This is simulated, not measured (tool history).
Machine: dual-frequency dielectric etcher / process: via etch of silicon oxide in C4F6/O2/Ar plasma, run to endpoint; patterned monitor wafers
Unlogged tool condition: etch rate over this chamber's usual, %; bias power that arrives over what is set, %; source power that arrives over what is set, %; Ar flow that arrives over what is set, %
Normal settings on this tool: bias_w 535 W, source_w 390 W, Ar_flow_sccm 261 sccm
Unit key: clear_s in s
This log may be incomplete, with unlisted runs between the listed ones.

run     day  bias_w  source_w  Ar_flow_sccm  wafers since the last listed run  hours since the last wet clean  hours since the last bias power generator calibration  hours since the last source power generator calibration  hours since the last Ar flow controller change  hours since the last upper electrode change  incoming incoming film thickness, nm  clear_s
  1   0.000     535       390           261                                 0                           406.8                                                 2783.1                                                   1215.1                                          2721.0                                       3808.5                                 190.2     39.2
  2   4.038     452       390           261                               920                           503.7                                                 2880.0                                                   1312.0                                          2817.9                                       3905.4                                 189.1     41.1
      5.879  -- wet clean of the chamber
  3   6.596     535       390           261                               355                            17.2                                                 2941.4                                                   1373.4                                          2879.3                                       3966.8                                 192.2     38.3
  4   9.712     507       360           261                               710                            92.0                                                 3016.2                                                   1448.2                                          2954.1                                       4041.6                                 190.0     40.1
  5  11.733     535       390           261                               460                           140.5                                                 3064.7                                                   1496.7                                          3002.6                                       4090.1                                 190.1     38.0
  6  17.738     535       390           261                              1369                           284.6                                                 3208.8                                                   1640.8                                          3146.7                                       4234.2                                 192.5     39.1
     22.029  -- bias power generator calibrated
     29.083  -- Ar flow controller replaced
     29.229  -- wet clean of the chamber
  7  29.250     535       310           261                              2497                             0.5                                                  173.3                                                   1917.1                                             4.0                                       4510.5                                 191.3     41.2
  8  31.158     535       390           261                               435                            46.3                                                  219.1                                                   1962.9                                            49.8                                       4556.3                                 189.4     37.7
  9  35.596     535       390           261                              1012                           152.8                                                  325.6                                                   2069.4                                           156.3                                       4662.8                                 189.6     38.4
 10  39.467     535       390           261                               882                           245.7                                                  418.5                                                   2162.3                                           249.2                                       4755.7                                 190.0     38.6
 11  42.504     535       390           261                               692                           318.6                                                  491.4                                                   2235.2                                           322.1                                       4828.6                                 190.1     38.9
 12  44.025     535       390           261                               346                           355.1                                                  527.9                                                   2271.7                                           358.6                                       4865.1                                 192.8     40.0
 13  45.767     581       310           204                               397                           396.9                                                  569.7                                                   2313.5                                           400.4                                       4906.9                                 192.5     41.1
 14  48.221     600       490           201                               559                           455.8                                                  628.6                                                   2372.4                                           459.3                                       4965.8                                 189.0     34.9
 15  50.050     474       330           312                               417                           499.7                                                  672.5                                                   2416.3                                           503.2                                       5009.7                                 191.4     44.7
     51.317  -- wet clean of the chamber
     51.908  -- source power generator calibrated
 16  53.862     483       390           233                               603                            61.1                                                  764.0                                                     46.9                                           594.7                                       5101.2                                 190.4     38.2
     55.992  -- upper electrode replaced, of another model than before
 17  57.346     535       390           261                               566                           144.7                                                  847.6                                                    130.5                                           678.3                                         32.5                                 190.5     38.4
 18  60.650     434       350           203                               753                           224.0                                                  926.9                                                    209.8                                           757.6                                        111.8                                 190.0     39.2
 19  63.575     615       300           203                               667                           294.2                                                  997.1                                                    280.0                                           827.8                                        182.0                                 190.3     39.4
 20  66.717     535       390           261                               716                           369.6                                                 1072.5                                                    355.4                                           903.2                                        257.4                                 190.0     38.9
 21  70.800     535       390           261                               931                           467.6                                                 1170.5                                                    453.4                                          1001.2                                        355.4                                 193.2     40.3
 22  73.450     535       360           324                               604                           531.2                                                 1234.1                                                    517.0                                          1064.8                                        419.0                                 189.7     41.4
     76.058  -- wet clean of the chamber
 23  76.079     478       390           245                               371                             0.5                                                 1297.2                                                    580.1                                          1127.9                                        482.1                                 190.8     38.2
 24  77.558     535       420           323                               337                            36.0                                                 1332.7                                                    615.6                                          1163.4                                        517.6                                 191.3     38.4
 25  79.492     535       390           261                               440                            82.4                                                 1379.1                                                    662.0                                          1209.8                                        564.0                                 189.7     37.8
 26  81.462     591       350           261                               449                           129.7                                                 1426.4                                                    709.3                                          1257.1                                        611.3                                 190.9     38.6
 27  85.742     500       450           223                               976                           232.4                                                 1529.1                                                    812.0                                          1359.8                                        714.0                                 189.1     37.0
 28  89.425     461       480           225                               840                           320.8                                                 1617.5                                                    900.4                                          1448.2                                        802.4                                 188.3     36.4
 29  93.583     535       360           233                               948                           420.6                                                 1717.3                                                   1000.2                                          1548.0                                        902.2                                 192.4     39.5
 30  95.583     535       390           261                               456                           468.6                                                 1765.3                                                   1048.2                                          1596.0                                        950.2                                 191.1     39.5

Across each entry between runs, compare the hidden state at the last listed run before it with the hidden state at the first listed run after it:
Between runs 2 and 3: wet clean of the chamber (day 5.879)
  etch rate over this chamber's usual, %: -4.86 -> -0.134
  measured value less the no-hidden-state value, clear_s: +2.0 -> +0.0 s
Between runs 6 and 7: bias power generator calibrated (day 22.029); Ar flow controller replaced (day 29.083); wet clean of the chamber (day 29.229)
  etch rate over this chamber's usual, %: -2.85 -> -1.07
  measured value less the no-hidden-state value, clear_s: +1.1 -> +0.4 s
Between runs 15 and 16: wet clean of the chamber (day 51.317); source power generator calibrated (day 51.908)
  etch rate over this chamber's usual, %: -6.15 -> -0.725
  measured value less the no-hidden-state value, clear_s: +2.8 -> +0.3 s
Between runs 16 and 17: upper electrode replaced, of another model than before (day 55.992)
  etch rate over this chamber's usual, %: -0.725 -> -1.58
  measured value less the no-hidden-state value, clear_s: +0.3 -> +0.6 s
Between runs 22 and 23: wet clean of the chamber (day 76.058)
  etch rate over this chamber's usual, %: -5.51 -> 0.0532
  measured value less the no-hidden-state value, clear_s: +2.3 -> -0.1 s
